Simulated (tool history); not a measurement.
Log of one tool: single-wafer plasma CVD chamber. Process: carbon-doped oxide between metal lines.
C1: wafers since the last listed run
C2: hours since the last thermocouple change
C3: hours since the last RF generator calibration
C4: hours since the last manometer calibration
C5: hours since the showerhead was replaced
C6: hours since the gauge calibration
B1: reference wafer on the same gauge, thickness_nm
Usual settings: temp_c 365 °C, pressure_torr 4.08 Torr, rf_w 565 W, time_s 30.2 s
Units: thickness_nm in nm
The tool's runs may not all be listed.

{"run": 1, "day": 0.0, "temp_c": 365, "pressure_torr": 4.08, "rf_w": 565, "time_s": 30.2, "C1": 0, "C2": 1963.7, "C3": 1029.6, "C4": 1737.7, "C5": 4196.3, "C6": 349.9, "B1": 141.01, "thickness_nm": 150.613}
{"day": 2.717, "done": "gauge calibrated"}
{"run": 2, "day": 5.846, "temp_c": 365, "pressure_torr": 4.08, "rf_w": 565, "time_s": 30.2, "C1": 2840, "C2": 2104.0, "C3": 1169.9, "C4": 1878.0, "C5": 4336.6, "C6": 75.1, "B1": 140.907, "thickness_nm": 150.508}
{"run": 3, "day": 7.058, "temp_c": 365, "pressure_torr": 4.08, "rf_w": 565, "time_s": 30.2, "C1": 589, "C2": 2133.1, "C3": 1199.0, "C4": 1907.1, "C5": 4365.7, "C6": 104.2, "B1": 140.978, "thickness_nm": 150.498}
{"run": 4, "day": 9.538, "temp_c": 365, "pressure_torr": 4.08, "rf_w": 630, "time_s": 27.5, "C1": 1204, "C2": 2192.6, "C3": 1258.5, "C4": 1966.6, "C5": 4425.2, "C6": 163.7, "B1": 141.003, "thickness_nm": 146.71}
{"day": 10.254, "done": "RF generator calibrated"}
{"run": 5, "day": 10.771, "temp_c": 365, "pressure_torr": 4.08, "rf_w": 565, "time_s": 30.2, "C1": 437, "C2": 2222.2, "C3": 12.4, "C4": 1996.2, "C5": 4454.8, "C6": 193.3, "B1": 141.073, "thickness_nm": 156.324}
{"day": 12.671, "done": "thermocouple changed; heater temperature recalibrated"}
{"run": 6, "day": 13.267, "temp_c": 365, "pressure_torr": 4.08, "rf_w": 565, "time_s": 30.2, "C1": 1050, "C2": 14.3, "C3": 72.3, "C4": 2056.1, "C5": 4514.7, "C6": 253.2, "B1": 140.964, "thickness_nm": 153.233}
{"day": 13.796, "done": "capacitance manometer re-zeroed and calibrated"}
{"run": 7, "day": 14.55, "temp_c": 365, "pressure_torr": 4.08, "rf_w": 565, "time_s": 30.2, "C1": 461, "C2": 45.1, "C3": 103.1, "C4": 18.1, "C5": 4545.5, "C6": 284.0, "B1": 141.086, "thickness_nm": 152.993}
{"day": 17.408, "done": "showerhead replaced"}
{"run": 8, "day": 17.429, "temp_c": 357, "pressure_torr": 4.35, "rf_w": 495, "time_s": 25.7, "C1": 1237, "C2": 114.2, "C3": 172.2, "C4": 87.2, "C5": 0.5, "C6": 353.1, "B1": 141.044, "thickness_nm": 123.658}
{"run": 9, "day": 18.533, "temp_c": 373, "pressure_torr": 4.98, "rf_w": 535, "time_s": 28.5, "C1": 536, "C2": 140.7, "C3": 198.7, "C4": 113.7, "C5": 27.0, "C6": 379.6, "B1": 140.993, "thickness_nm": 139.874}
{"run": 10, "day": 19.967, "temp_c": 370, "pressure_torr": 4.08, "rf_w": 565, "time_s": 34.7, "C1": 696, "C2": 175.1, "C3": 233.1, "C4": 148.1, "C5": 61.4, "C6": 414.0, "B1": 140.978, "thickness_nm": 172.55}
{"day": 21.0, "done": "gauge calibrated"}
{"run": 11, "day": 23.658, "temp_c": 359, "pressure_torr": 4.08, "rf_w": 565, "time_s": 24.4, "C1": 1793, "C2": 263.7, "C3": 321.7, "C4": 236.7, "C5": 150.0, "C6": 63.8, "B1": 141.013, "thickness_nm": 125.228}
{"run": 12, "day": 26.275, "temp_c": 365, "pressure_torr": 5.0, "rf_w": 565, "time_s": 30.2, "C1": 1271, "C2": 326.5, "C3": 384.5, "C4": 299.5, "C5": 212.8, "C6": 126.6, "B1": 141.011, "thickness_nm": 155.976}
{"run": 13, "day": 28.554, "temp_c": 375, "pressure_torr": 4.96, "rf_w": 650, "time_s": 31.7, "C1": 1107, "C2": 381.2, "C3": 439.2, "C4": 354.2, "C5": 267.5, "C6": 181.3, "B1": 140.981, "thickness_nm": 172.804}
{"run": 14, "day": 30.717, "temp_c": 365, "pressure_torr": 4.08, "rf_w": 565, "time_s": 30.2, "C1": 1050, "C2": 433.1, "C3": 491.1, "C4": 406.1, "C5": 319.4, "C6": 233.2, "B1": 140.984, "thickness_nm": 151.26}

Forecast each of these 4 alternatives for the next run:
{"run": "A", "day": 30.733, "temp_c": 358, "pressure_torr": 4.08, "rf_w": 565, "time_s": 30.2, "C1": 8, "C2": 433.5, "C3": 491.5, "C4": 406.5, "C5": 319.8, "C6": 233.6, "B1": "?", "thickness_nm": "?"}
{"run": "B", "day": 30.733, "temp_c": 354, "pressure_torr": 4.08, "rf_w": 565, "time_s": 25.1, "C1": 8, "C2": 433.5, "C3": 491.5, "C4": 406.5, "C5": 319.8, "C6": 233.6, "B1": "?", "thickness_nm": "?"}
{"run": "C", "day": 30.733, "temp_c": 365, "pressure_torr": 4.08, "rf_w": 500, "time_s": 28.5, "C1": 8, "C2": 433.5, "C3": 491.5, "C4": 406.5, "C5": 319.8, "C6": 233.6, "B1": "?", "thickness_nm": "?"}
{"run": "D", "day": 30.733, "temp_c": 365, "pressure_torr": 3.67, "rf_w": 565, "time_s": 31.9, "C1": 8, "C2": 433.5, "C3": 491.5, "C4": 406.5, "C5": 319.8, "C6": 233.6, "B1": "?", "thickness_nm": "?"}

run=A B1=141.003 thickness_nm=154.197
run=B B1=141.003 thickness_nm=130.179
run=C B1=141.003 thickness_nm=132.009
run=D B1=141.003 thickness_nm=157.348
Without the tool's hidden state the same runs would have given:
run=A thickness_nm=156.430
run=B thickness_nm=131.995
run=C thickness_nm=134.188
run=D thickness_nm=159.792
